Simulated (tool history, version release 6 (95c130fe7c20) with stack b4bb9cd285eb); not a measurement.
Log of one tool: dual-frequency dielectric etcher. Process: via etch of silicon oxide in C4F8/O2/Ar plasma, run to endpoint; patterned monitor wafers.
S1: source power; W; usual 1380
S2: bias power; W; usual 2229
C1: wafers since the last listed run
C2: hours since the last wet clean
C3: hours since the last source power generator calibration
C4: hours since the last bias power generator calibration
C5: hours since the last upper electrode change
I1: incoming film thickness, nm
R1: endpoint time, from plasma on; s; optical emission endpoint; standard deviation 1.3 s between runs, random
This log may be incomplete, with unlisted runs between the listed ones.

Run 1, day 0.000: usual settings; C1 0; C2 15.2; C3 3321.7; C4 3037.7; C5 3394.3; I1 1127.9. Result: R1 247.3 s.
Run 2, day 0.525: usual settings; C1 69; C2 27.8; C3 3334.3; C4 3050.3; C5 3406.9; I1 1127.2. Result: R1 243.2 s.
Run 3, day 1.246: usual settings but S1 1610 W; C1 95; C2 45.1; C3 3351.6; C4 3067.6; C5 3424.2; I1 1116.4. Result: R1 233.3 s.
Run 4, day 2.167: usual settings but S1 1610 W; C1 121; C2 67.2; C3 3373.7; C4 3089.7; C5 3446.3; I1 1131.3. Result: R1 235.7 s.
Run 5, day 2.971: usual settings but S1 1610 W; C1 106; C2 86.5; C3 3393.0; C4 3109.0; C5 3465.6; I1 1119.3. Result: R1 234.1 s.
Run 6, day 3.508: usual settings; C1 71; C2 99.4; C3 3405.9; C4 3121.9; C5 3478.5; I1 1116.2. Result: R1 242.9 s.
Run 7, day 4.512: usual settings; C1 132; C2 123.5; C3 3430.0; C4 3146.0; C5 3502.6; I1 1123.0. Result: R1 243.7 s.
Run 8, day 5.767: usual settings; C1 165; C2 153.6; C3 3460.1; C4 3176.1; C5 3532.7; I1 1127.2. Result: R1 243.5 s.
Run 9, day 6.867: usual settings but S1 1120 W; C1 145; C2 180.0; C3 3486.5; C4 3202.5; C5 3559.1; I1 1111.3. Result: R1 252.2 s.
Run 10, day 7.638: usual settings but S1 1120 W; C1 101; C2 198.5; C3 3505.0; C4 3221.0; C5 3577.6; I1 1133.7. Result: R1 256.8 s.
Run 11, day 9.033: usual settings but S1 1500 W; C1 184; C2 232.0; C3 3538.5; C4 3254.5; C5 3611.1; I1 1117.5. Result: R1 234.5 s.
Run 12, day 10.400: usual settings but S1 1500 W; C1 180; C2 264.8; C3 3571.3; C4 3287.3; C5 3643.9; I1 1135.9. Result: R1 238.4 s.
Run 13, day 11.296: usual settings; C1 118; C2 286.3; C3 3592.8; C4 3308.8; C5 3665.4; I1 1132.6. Result: R1 242.4 s.
Run 14, day 12.083: usual settings; C1 104; C2 305.2; C3 3611.7; C4 3327.7; C5 3684.3; I1 1129.6. Result: R1 243.7 s.
Run 15, day 13.438: usual settings; C1 179; C2 337.7; C3 3644.2; C4 3360.2; C5 3716.8; I1 1115.4. Result: R1 239.0 s.
Run 16, day 14.638: usual settings but S1 1560 W, S2 2400 W; C1 158; C2 366.5; C3 3673.0; C4 3389.0; C5 3745.6; I1 1132.2. Result: R1 231.5 s.
Run 17, day 15.367: usual settings; C1 96; C2 384.0; C3 3690.5; C4 3406.5; C5 3763.1; I1 1130.3. Result: R1 240.7 s.
Run 18, day 16.233: usual settings but S1 1710 W, S2 2627 W; C1 114; C2 404.8; C3 3711.3; C4 3427.3; C5 3783.9; I1 1115.4. Result: R1 214.1 s.
Run 19, day 17.158: usual settings but S2 2481 W; C1 122; C2 427.0; C3 3733.5; C4 3449.5; C5 3806.1; I1 1131.8. Result: R1 234.5 s.
At day 19.096: upper electrode replaced.
At day 19.758: source power generator calibrated.
At day 20.442: bias power generator calibrated.
Run 20, day 21.050: usual settings but S2 2422 W; C1 338; C2 520.4; C3 31.0; C4 14.6; C5 46.9; I1 1113.3. Result: R1 231.3 s.
At day 23.246: wet clean of the chamber.
Run 21, day 23.267: usual settings but S2 1999 W; C1 160; C2 0.5; C3 84.2; C4 67.8; C5 100.1; I1 1127.4. Result: R1 256.1 s.
Run 22, day 23.550: usual settings; C1 37; C2 7.3; C3 91.0; C4 74.6; C5 106.9; I1 1120.6. Result: R1 244.7 s.
Run 23, day 24.188: usual settings but S1 1700 W; C1 84; C2 22.6; C3 106.3; C4 89.9; C5 122.2; I1 1140.2. Result: R1 234.4 s.
Run 24, day 25.104: usual settings; C1 121; C2 44.6; C3 128.3; C4 111.9; C5 144.2; I1 1131.1. Result: R1 246.3 s.
Run 25, day 25.767: usual settings; C1 87; C2 60.5; C3 144.2; C4 127.8; C5 160.1; I1 1126.2. Result: R1 245.8 s.
Run 26, day 26.679: usual settings but S1 1120 W, S2 1954 W; C1 120; C2 82.4; C3 166.1; C4 149.7; C5 182.0; I1 1124.8. Result: R1 268.9 s.
Run 27, day 28.121: usual settings; C1 190; C2 117.0; C3 200.7; C4 184.3; C5 216.6; I1 1124.4. Result: R1 246.0 s.
Run 28, day 28.708: usual settings but S1 1220 W, S2 2704 W; C1 77; C2 131.1; C3 214.8; C4 198.4; C5 230.7; I1 1131.0. Result: R1 238.5 s.
Run 29, day 29.742: usual settings but S1 1240 W; C1 136; C2 155.9; C3 239.6; C4 223.2; C5 255.5; I1 1140.0. Result: R1 254.6 s.
Run 30, day 30.612: usual settings but S1 1160 W, S2 2666 W; C1 115; C2 176.8; C3 260.5; C4 244.1; C5 276.4; I1 1128.6. Result: R1 240.7 s.
Run 31, day 31.679: usual settings; C1 141; C2 202.4; C3 286.1; C4 269.7; C5 302.0; I1 1120.1. Result: R1 241.7 s.

Consider 4 possible next runs. They are alternatives, not a sequence: every one starts from the tool as it was left by run 31. What does each give?
Run A, day 31.700: usual settings but S1 1600 W; C1 2; C2 202.9; C3 286.6; C4 270.2; C5 302.5; I1 1133.7. Result: R1 ?.
Run B, day 31.700: usual settings but S1 1520 W, S2 2510 W; C1 2; C2 202.9; C3 286.6; C4 270.2; C5 302.5; I1 1133.7. Result: R1 ?.
Run C, day 31.700: usual settings but S1 1290 W, S2 2627 W; C1 2; C2 202.9; C3 286.6; C4 270.2; C5 302.5; I1 1133.7. Result: R1 ?.
Run D, day 31.700: usual settings but S1 1670 W, S2 1702 W; C1 2; C2 202.9; C3 286.6; C4 270.2; C5 302.5; I1 1133.7. Result: R1 ?.

run     R1
  A  233.7
  B  228.5
  C  235.0
  D  250.2
Without the tool's unlogged condition, the same runs would have read:
run     R1
  A  236.0
  B  230.7
  C  237.3
  D  252.7
